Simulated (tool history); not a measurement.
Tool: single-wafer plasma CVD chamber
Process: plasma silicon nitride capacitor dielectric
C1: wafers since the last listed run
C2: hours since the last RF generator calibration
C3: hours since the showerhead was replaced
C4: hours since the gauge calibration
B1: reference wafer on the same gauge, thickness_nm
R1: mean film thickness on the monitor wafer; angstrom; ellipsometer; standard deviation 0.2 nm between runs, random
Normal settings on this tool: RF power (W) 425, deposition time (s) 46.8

run 1 hour=0.0 | RF_power_(W)=425 deposition_time_(s)=50.6 | C1=0 C2=686.5 C3=8326.9 C4=354.2 | B1=59.782 | R1=672.07
run 2 hour=14.1 | RF_power_(W)=425 deposition_time_(s)=46.8 | C1=245 C2=700.6 C3=8341.0 C4=368.3 | B1=59.811 | R1=621.76
run 3 hour=27.3 | RF_power_(W)=425 deposition_time_(s)=46.8 | C1=229 C2=713.8 C3=8354.2 C4=381.5 | B1=59.783 | R1=622.45
run 4 hour=40.8 | RF_power_(W)=425 deposition_time_(s)=46.8 | C1=234 C2=727.3 C3=8367.7 C4=395.0 | B1=59.771 | R1=624.05
run 5 hour=51.6 | RF_power_(W)=425 deposition_time_(s)=46.8 | C1=187 C2=738.1 C3=8378.5 C4=405.8 | B1=59.816 | R1=616.86
run 6 hour=69.6 | RF_power_(W)=425 deposition_time_(s)=46.8 | C1=312 C2=756.1 C3=8396.5 C4=423.8 | B1=59.846 | R1=620.20
run 7 hour=80.6 | RF_power_(W)=425 deposition_time_(s)=46.8 | C1=191 C2=767.1 C3=8407.5 C4=434.8 | B1=59.792 | R1=625.23
run 8 hour=90.2 | RF_power_(W)=455 deposition_time_(s)=46.8 | C1=166 C2=776.7 C3=8417.1 C4=444.4 | B1=59.840 | R1=637.89
run 9 hour=105.3 | RF_power_(W)=455 deposition_time_(s)=46.8 | C1=262 C2=791.8 C3=8432.2 C4=459.5 | B1=59.812 | R1=638.81
run 10 hour=118.6 | RF_power_(W)=455 deposition_time_(s)=46.8 | C1=231 C2=805.1 C3=8445.5 C4=472.8 | B1=59.792 | R1=634.51
run 11 hour=126.7 | RF_power_(W)=425 deposition_time_(s)=46.8 | C1=140 C2=813.2 C3=8453.6 C4=480.9 | B1=59.833 | R1=623.60
run 12 hour=135.4 | RF_power_(W)=425 deposition_time_(s)=46.8 | C1=151 C2=821.9 C3=8462.3 C4=489.6 | B1=59.759 | R1=619.18
run 13 hour=143.8 | RF_power_(W)=450 deposition_time_(s)=46.8 | C1=146 C2=830.3 C3=8470.7 C4=498.0 | B1=59.846 | R1=635.16
run 14 hour=154.0 | RF_power_(W)=450 deposition_time_(s)=46.8 | C1=177 C2=840.5 C3=8480.9 C4=508.2 | B1=59.822 | R1=633.12
run 15 hour=167.0 | RF_power_(W)=425 deposition_time_(s)=46.8 | C1=225 C2=853.5 C3=8493.9 C4=521.2 | B1=59.855 | R1=621.83
run 16 hour=175.4 | RF_power_(W)=425 deposition_time_(s)=46.8 | C1=146 C2=861.9 C3=8502.3 C4=529.6 | B1=59.796 | R1=618.62
run 17 hour=187.7 | RF_power_(W)=425 deposition_time_(s)=46.8 | C1=213 C2=874.2 C3=8514.6 C4=541.9 | B1=59.771 | R1=621.89
run 18 hour=197.2 | RF_power_(W)=425 deposition_time_(s)=46.8 | C1=165 C2=883.7 C3=8524.1 C4=551.4 | B1=59.848 | R1=619.99
run 19 hour=213.7 | RF_power_(W)=425 deposition_time_(s)=46.8 | C1=286 C2=900.2 C3=8540.6 C4=567.9 | B1=59.764 | R1=622.30
run 20 hour=224.9 | RF_power_(W)=425 deposition_time_(s)=46.8 | C1=194 C2=911.4 C3=8551.8 C4=579.1 | B1=59.815 | R1=622.21
-- hour=238.4 gauge calibrated
run 21 hour=242.3 | RF_power_(W)=425 deposition_time_(s)=46.8 | C1=302 C2=928.8 C3=8569.2 C4=3.9 | B1=59.824 | R1=619.08
-- hour=262.8 RF generator calibrated
run 22 hour=263.3 | RF_power_(W)=475 deposition_time_(s)=55.9 | C1=225 C2=0.5 C3=8590.2 C4=24.9 | B1=59.770 | R1=788.88
run 23 hour=273.9 | RF_power_(W)=425 deposition_time_(s)=46.8 | C1=184 C2=11.1 C3=8600.8 C4=35.5 | B1=59.843 | R1=636.11
run 24 hour=289.8 | RF_power_(W)=425 deposition_time_(s)=49.5 | C1=276 C2=27.0 C3=8616.7 C4=51.4 | B1=59.774 | R1=669.09
run 25 hour=296.6 | RF_power_(W)=345 deposition_time_(s)=39.6 | C1=118 C2=33.8 C3=8623.5 C4=58.2 | B1=59.802 | R1=494.52
run 26 hour=304.7 | RF_power_(W)=480 deposition_time_(s)=54.5 | C1=140 C2=41.9 C3=8631.6 C4=66.3 | B1=59.801 | R1=770.87
run 27 hour=320.2 | RF_power_(W)=425 deposition_time_(s)=46.8 | C1=269 C2=57.4 C3=8647.1 C4=81.8 | B1=59.828 | R1=633.76
-- hour=335.8 showerhead replaced
run 28 hour=336.4 | RF_power_(W)=375 deposition_time_(s)=46.8 | C1=142 C2=73.6 C3=0.6 C4=98.0 | B1=59.786 | R1=603.47
run 29 hour=345.7 | RF_power_(W)=460 deposition_time_(s)=42.9 | C1=161 C2=82.9 C3=9.9 C4=107.3 | B1=59.734 | R1=592.75
run 30 hour=352.2 | RF_power_(W)=385 deposition_time_(s)=53.6 | C1=112 C2=89.4 C3=16.4 C4=113.8 | B1=59.811 | R1=694.46
run 31 hour=365.1 | RF_power_(W)=425 deposition_time_(s)=46.8 | C1=224 C2=102.3 C3=29.3 C4=126.7 | B1=59.816 | R1=625.88
run 32 hour=374.6 | RF_power_(W)=370 deposition_time_(s)=52.0 | C1=165 C2=111.8 C3=38.8 C4=136.2 | B1=59.808 | R1=658.75
run 33 hour=382.4 | RF_power_(W)=425 deposition_time_(s)=39.6 | C1=135 C2=119.6 C3=46.6 C4=144.0 | B1=59.824 | R1=530.62
run 34 hour=394.8 | RF_power_(W)=395 deposition_time_(s)=46.8 | C1=215 C2=132.0 C3=59.0 C4=156.4 | B1=59.777 | R1=611.88
run 35 hour=401.9 | RF_power_(W)=370 deposition_time_(s)=50.6 | C1=123 C2=139.1 C3=66.1 C4=163.5 | B1=59.763 | R1=643.11
run 36 hour=418.4 | RF_power_(W)=400 deposition_time_(s)=46.8 | C1=286 C2=155.6 C3=82.6 C4=180.0 | B1=59.819 | R1=617.55
run 37 hour=432.0 | RF_power_(W)=400 deposition_time_(s)=50.3 | C1=236 C2=169.2 C3=96.2 C4=193.6 | B1=59.799 | R1=656.53
run 38 hour=440.7 | RF_power_(W)=425 deposition_time_(s)=46.8 | C1=151 C2=177.9 C3=104.9 C4=202.3 | B1=59.734 | R1=625.68
run 39 hour=456.5 | RF_power_(W)=425 deposition_time_(s)=46.8 | C1=274 C2=193.7 C3=120.7 C4=218.1 | B1=59.799 | R1=626.08
run 40 hour=465.0 | RF_power_(W)=370 deposition_time_(s)=38.8 | C1=147 C2=202.2 C3=129.2 C4=226.6 | B1=59.857 | R1=493.38
run 41 hour=480.7 | RF_power_(W)=425 deposition_time_(s)=46.8 | C1=272 C2=217.9 C3=144.9 C4=242.3 | B1=59.812 | R1=625.42
run 42 hour=489.0 | RF_power_(W)=425 deposition_time_(s)=46.8 | C1=144 C2=226.2 C3=153.2 C4=250.6 | B1=59.773 | R1=624.13
run 43 hour=505.1 | RF_power_(W)=375 deposition_time_(s)=46.8 | C1=279 C2=242.3 C3=169.3 C4=266.7 | B1=59.818 | R1=593.96

Here are 5 independent what-if runs from the current tool condition. What would each one return?
run A hour=505.5 | RF_power_(W)=425 deposition_time_(s)=46.8 | C1=6 C2=242.7 C3=169.7 C4=267.1 | B1=? | R1=?
run B hour=505.5 | RF_power_(W)=475 deposition_time_(s)=46.8 | C1=6 C2=242.7 C3=169.7 C4=267.1 | B1=? | R1=?
run C hour=505.5 | RF_power_(W)=400 deposition_time_(s)=38.6 | C1=6 C2=242.7 C3=169.7 C4=267.1 | B1=? | R1=?
run D hour=505.5 | RF_power_(W)=425 deposition_time_(s)=44.0 | C1=6 C2=242.7 C3=169.7 C4=267.1 | B1=? | R1=?
run E hour=505.5 | RF_power_(W)=380 deposition_time_(s)=46.8 | C1=6 C2=242.7 C3=169.7 C4=267.1 | B1=? | R1=?

run=A B1=59.788 R1=625.41
run=B B1=59.788 R1=651.44
run=C B1=59.788 R1=504.26
run=D B1=59.788 R1=587.99
run=E B1=59.788 R1=599.60
Had the tool no hidden state, the same runs would have come out as:
run=A R1=642.96
run=B R1=669.73
run=C R1=518.42
run=D R1=604.50
run=E R1=616.43
